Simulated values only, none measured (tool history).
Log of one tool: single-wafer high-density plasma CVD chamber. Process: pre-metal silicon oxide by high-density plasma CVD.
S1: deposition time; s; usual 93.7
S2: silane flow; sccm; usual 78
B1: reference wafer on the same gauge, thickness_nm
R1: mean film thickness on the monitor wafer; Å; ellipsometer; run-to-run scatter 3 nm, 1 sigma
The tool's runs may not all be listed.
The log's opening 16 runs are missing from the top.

run 17 day=50.958 | S1=82.3 S2=78 | B1=808.978 | R1=6628.44
run 18 day=54.95 | S1=82.1 S2=78 | B1=808.585 | R1=6638.73
run 19 day=57.742 | S1=83.3 S2=90 | B1=808.962 | R1=7619.86
run 20 day=60.446 | S1=93.7 S2=78 | B1=809.742 | R1=7557.09
run 21 day=63.158 | S1=93.7 S2=78 | B1=809.05 | R1=7572.78
run 22 day=64.675 | S1=107.8 S2=84 | B1=809.082 | R1=9286.85
run 23 day=69.075 | S1=110.6 S2=89 | B1=808.84 | R1=10073.94
run 24 day=72.375 | S1=93.7 S2=78 | B1=808.465 | R1=7535.55
run 25 day=74.662 | S1=93.7 S2=78 | B1=809.268 | R1=7546.57
run 26 day=76.525 | S1=112.2 S2=64 | B1=809.167 | R1=7643.17
-- day=79.142 silane flow controller replaced
run 27 day=79.5 | S1=87.9 S2=63 | B1=808.539 | R1=5760.63
run 28 day=83.738 | S1=105.4 S2=87 | B1=808.978 | R1=9128.97
run 29 day=86.946 | S1=85.7 S2=78 | B1=808.711 | R1=6712.74
run 30 day=90.338 | S1=93.7 S2=78 | B1=809.603 | R1=7365.78
run 31 day=93.788 | S1=100 S2=67 | B1=809.247 | R1=6972.53
run 32 day=100.983 | S1=93.7 S2=78 | B1=808.552 | R1=7402.71

Consider 5 possible next runs. They are alternatives, not a sequence: every one starts from the tool as it was left by run 32. What does each give?
run A day=101 | S1=103.5 S2=78 | B1=? | R1=?
run B day=101 | S1=84.7 S2=78 | B1=? | R1=?
run C day=101 | S1=93.7 S2=86 | B1=? | R1=?
run D day=101 | S1=80.1 S2=83 | B1=? | R1=?
run E day=101 | S1=102 S2=91 | B1=? | R1=?

run=A B1=808.233 R1=8211.75
run=B B1=808.233 R1=6720.15
run=C B1=808.233 R1=8087.57
run=D B1=808.233 R1=6704.26
run=E B1=808.233 R1=9248.5
Had the tool no hidden state, the same runs would have come out as:
run=A R1=8180.32
run=B R1=6694.42
run=C R1=8056.62
run=D R1=6678.6
run=E R1=9213.1
